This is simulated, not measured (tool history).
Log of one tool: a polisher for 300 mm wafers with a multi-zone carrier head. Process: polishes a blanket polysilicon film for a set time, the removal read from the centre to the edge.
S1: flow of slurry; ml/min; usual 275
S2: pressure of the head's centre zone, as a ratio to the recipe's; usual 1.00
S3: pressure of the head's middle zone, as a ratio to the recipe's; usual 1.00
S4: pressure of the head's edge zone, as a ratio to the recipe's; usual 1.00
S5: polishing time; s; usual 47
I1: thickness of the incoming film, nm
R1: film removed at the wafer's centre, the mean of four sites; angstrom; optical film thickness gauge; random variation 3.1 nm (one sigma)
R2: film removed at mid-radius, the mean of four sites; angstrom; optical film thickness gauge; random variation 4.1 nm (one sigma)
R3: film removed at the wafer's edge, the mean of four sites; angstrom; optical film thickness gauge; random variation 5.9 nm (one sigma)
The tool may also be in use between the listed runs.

| run | hour | S1 | S2 | S3 | S4 | S5 | I1 | R1 | R2 | R3 |
|---|---|---|---|---|---|---|---|---|---|---|
| 1 | 0.0 | 275 | 1.00 | 1.00 | 1.05 | 47 | 1961.8 | 4913 | 4589 | 4461 |
|  | 5.3 | slurry nozzle cleaned |
| 2 | 13.9 | 275 | 1.00 | 1.00 | 1.05 | 47 | 2006.7 | 4856 | 4470 | 4513 |
|  | 26.0 | worn pad replaced by a new one |
| 3 | 26.5 | 275 | 1.07 | 1.00 | 1.00 | 47 | 1983.2 | 5434 | 4667 | 4590 |
| 4 | 57.0 | 275 | 1.00 | 0.93 | 1.12 | 32 | 2006.7 | 3448 | 3027 | 3262 |
| 5 | 73.4 | 275 | 1.00 | 1.00 | 1.00 | 47 | 1937.3 | 5094 | 4695 | 4593 |
|  | 81.7 | edge zone pressure recalibrated |
| 6 | 88.9 | 235 | 0.94 | 1.07 | 1.00 | 54 | 1958.6 | 5325 | 5493 | 5181 |
|  | 103.3 | centre zone pressure recalibrated |
| 7 | 110.0 | 275 | 0.91 | 1.00 | 1.00 | 53 | 1999.5 | 4839 | 5263 | 5113 |
| 8 | 136.6 | 275 | 1.00 | 1.00 | 1.00 | 47 | 1936.1 | 4626 | 4637 | 4461 |
| 9 | 160.3 | 275 | 0.93 | 1.00 | 1.00 | 39 | 2012.5 | 3533 | 3837 | 3671 |
|  | 194.7 | worn pad replaced by a new one |
|  | 230.4 | carrier head's membrane replaced by a new one |
| 10 | 231.2 | 275 | 1.00 | 1.00 | 1.00 | 47 | 1992.2 | 4771 | 4631 | 4617 |
| 11 | 267.5 | 275 | 1.07 | 1.00 | 1.00 | 47 | 1972.9 | 5053 | 4654 | 4494 |
| 12 | 292.9 | 205 | 0.92 | 1.00 | 1.00 | 47 | 1958.5 | 4101 | 4492 | 4394 |
| 13 | 316.7 | 315 | 1.10 | 1.00 | 1.00 | 47 | 1987.9 | 5227 | 4718 | 4565 |
| 14 | 338.1 | 350 | 1.00 | 1.00 | 0.89 | 47 | 2014.0 | 4745 | 4552 | 4369 |
| 15 | 369.5 | 275 | 1.00 | 1.08 | 1.00 | 36 | 1960.0 | 3484 | 3650 | 3326 |
|  | 376.0 | worn pad replaced by a new one |
|  | 377.8 | slurry nozzle cleaned |
| 16 | 383.8 | 315 | 1.10 | 1.00 | 1.00 | 47 | 1966.9 | 5351 | 4744 | 4719 |
| 17 | 410.4 | 275 | 1.00 | 1.00 | 1.00 | 47 | 1958.6 | 4741 | 4655 | 4536 |
| 18 | 429.5 | 275 | 1.00 | 1.00 | 1.00 | 47 | 1982.5 | 4696 | 4746 | 4513 |
| 19 | 447.5 | 245 | 1.07 | 1.00 | 1.00 | 47 | 1996.7 | 5003 | 4654 | 4487 |
| 20 | 482.4 | 370 | 1.06 | 1.00 | 1.00 | 55 | 1995.7 | 6025 | 5538 | 5431 |
| 21 | 498.3 | 225 | 1.00 | 1.00 | 1.11 | 47 | 1940.3 | 4511 | 4507 | 4748 |
| 22 | 524.6 | 275 | 1.00 | 1.00 | 1.00 | 47 | 1982.5 | 4651 | 4577 | 4544 |

What the log doesn't show, run by run:
slurry flow missing at the pad, %: 0 in every run
deviation of the edge zone's pressure from its setpoint, %: 0 in every run
H1: removal rate lost through wear of the pad, %
H2: deviation of the centre zone's pressure from its setpoint, %
| run | H1 | H2 |
|---|---|---|
| 1 | 4.01 | 7.65 |
| 2 | 4.65 | 7.85 |
| 3 | 0.729 | 8.03 |
| 4 | 0.871 | 8.48 |
| 5 | 1.06 | 8.73 |
| 6 | 1.31 | 8.97 |
| 7 | 1.77 | 0.75 |
| 8 | 2.54 | 0.758 |
| 9 | 3.4 | 0.773 |
| 10 | 0.933 | 0.869 |
| 11 | 1.52 | 0.947 |
| 12 | 2.16 | 1.01 |
| 13 | 2.94 | 1.08 |
| 14 | 3.78 | 1.15 |
| 15 | 5.27 | 1.27 |
| 16 | 0.393 | 1.33 |
| 17 | 0.559 | 1.44 |
| 18 | 0.808 | 1.53 |
| 19 | 1.14 | 1.62 |
| 20 | 2.06 | 1.8 |
| 21 | 2.6 | 1.89 |
| 22 | 3.66 | 2.05 |
